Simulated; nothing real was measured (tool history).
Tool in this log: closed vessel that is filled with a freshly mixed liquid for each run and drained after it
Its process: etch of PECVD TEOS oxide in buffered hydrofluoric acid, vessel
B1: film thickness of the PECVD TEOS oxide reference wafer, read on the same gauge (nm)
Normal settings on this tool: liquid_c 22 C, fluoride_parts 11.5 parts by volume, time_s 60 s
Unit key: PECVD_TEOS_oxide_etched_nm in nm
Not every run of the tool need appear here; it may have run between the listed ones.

Run 1, hour 0: usual settings but liquid_c 18.5 C; B1 130. Result: PECVD_TEOS_oxide_etched_nm 73.36 nm.
Run 2, hour 39.5: usual settings but liquid_c 18.5 C; B1 130.01. Result: PECVD_TEOS_oxide_etched_nm 73.29 nm.
Run 3, hour 91.3: usual settings but liquid_c 18.5 C; B1 129.96. Result: PECVD_TEOS_oxide_etched_nm 73.07 nm.
Run 4, hour 140.1: usual settings; B1 129.97. Result: PECVD_TEOS_oxide_etched_nm 88.69 nm.
Run 5, hour 203.6: usual settings; B1 130.02. Result: PECVD_TEOS_oxide_etched_nm 88.71 nm.
Run 6, hour 241.6: usual settings but liquid_c 18.5 C, time_s 80 s; B1 130. Result: PECVD_TEOS_oxide_etched_nm 97.68 nm.
Run 7, hour 278.2: usual settings but liquid_c 18.5 C, time_s 80 s; B1 129.99. Result: PECVD_TEOS_oxide_etched_nm 97.75 nm.
Run 8, hour 334.3: usual settings; B1 129.98. Result: PECVD_TEOS_oxide_etched_nm 89.69 nm.
Run 9, hour 359.8: usual settings; B1 130. Result: PECVD_TEOS_oxide_etched_nm 89.54 nm.
Run 10, hour 408.2: usual settings; B1 130.01. Result: PECVD_TEOS_oxide_etched_nm 89.32 nm.
Run 11, hour 454.7: usual settings; B1 130. Result: PECVD_TEOS_oxide_etched_nm 89.51 nm.
At hour 556.1: hydrofluoric acid flow meter replaced.
Run 12, hour 601: usual settings; B1 129.98. Result: PECVD_TEOS_oxide_etched_nm 89.28 nm.
Run 13, hour 658.8: usual settings but liquid_c 23.5 C, time_s 80 s; B1 130.02. Result: PECVD_TEOS_oxide_etched_nm 130.03 nm.
At hour 685.6: thermometer replaced.
Run 14, hour 716: usual settings but liquid_c 23.5 C, time_s 80 s; B1 129.97. Result: PECVD_TEOS_oxide_etched_nm 127.15 nm.
Run 15, hour 770.7: usual settings; B1 130. Result: PECVD_TEOS_oxide_etched_nm 87.75 nm.
Run 16, hour 809.9: usual settings; B1 130.01. Result: PECVD_TEOS_oxide_etched_nm 87.77 nm.
Run 17, hour 869: usual settings but liquid_c 25 C, fluoride_parts 8 parts by volume, time_s 70 s; B1 130.04. Result: PECVD_TEOS_oxide_etched_nm 167.09 nm.
At hour 913.4: gauge calibrated.
Run 18, hour 940.3: usual settings; B1 129.96. Result: PECVD_TEOS_oxide_etched_nm 87.76 nm.
Run 19, hour 964.9: usual settings; B1 130.01. Result: PECVD_TEOS_oxide_etched_nm 88.14 nm.
Run 20, hour 998: usual settings but liquid_c 17.5 C, fluoride_parts 7.5 parts by volume, time_s 35 s; B1 129.99. Result: PECVD_TEOS_oxide_etched_nm 59.35 nm.
Run 21, hour 1054: usual settings but liquid_c 19 C, fluoride_parts 14.5 parts by volume; B1 130.02. Result: PECVD_TEOS_oxide_etched_nm 59.03 nm.
Run 22, hour 1086: usual settings but liquid_c 24 C; B1 129.97. Result: PECVD_TEOS_oxide_etched_nm 97.87 nm.
Run 23, hour 1129.2: usual settings but time_s 85 s; B1 130.01. Result: PECVD_TEOS_oxide_etched_nm 124.17 nm.
Run 24, hour 1185.8: usual settings but liquid_c 17 C, time_s 75 s; B1 129.98. Result: PECVD_TEOS_oxide_etched_nm 83.17 nm.

What does the tool deliver on the next run?
Run 25, hour 1224.4: usual settings but fluoride_parts 9.5 parts by volume, time_s 90 s; B1 ?. Result: PECVD_TEOS_oxide_etched_nm ?.

B1: 130.02
PECVD_TEOS_oxide_etched_nm: 156.24 nm
Minus the tool's unlogged condition, the same run would have read PECVD_TEOS_oxide_etched_nm 155.21 nm.
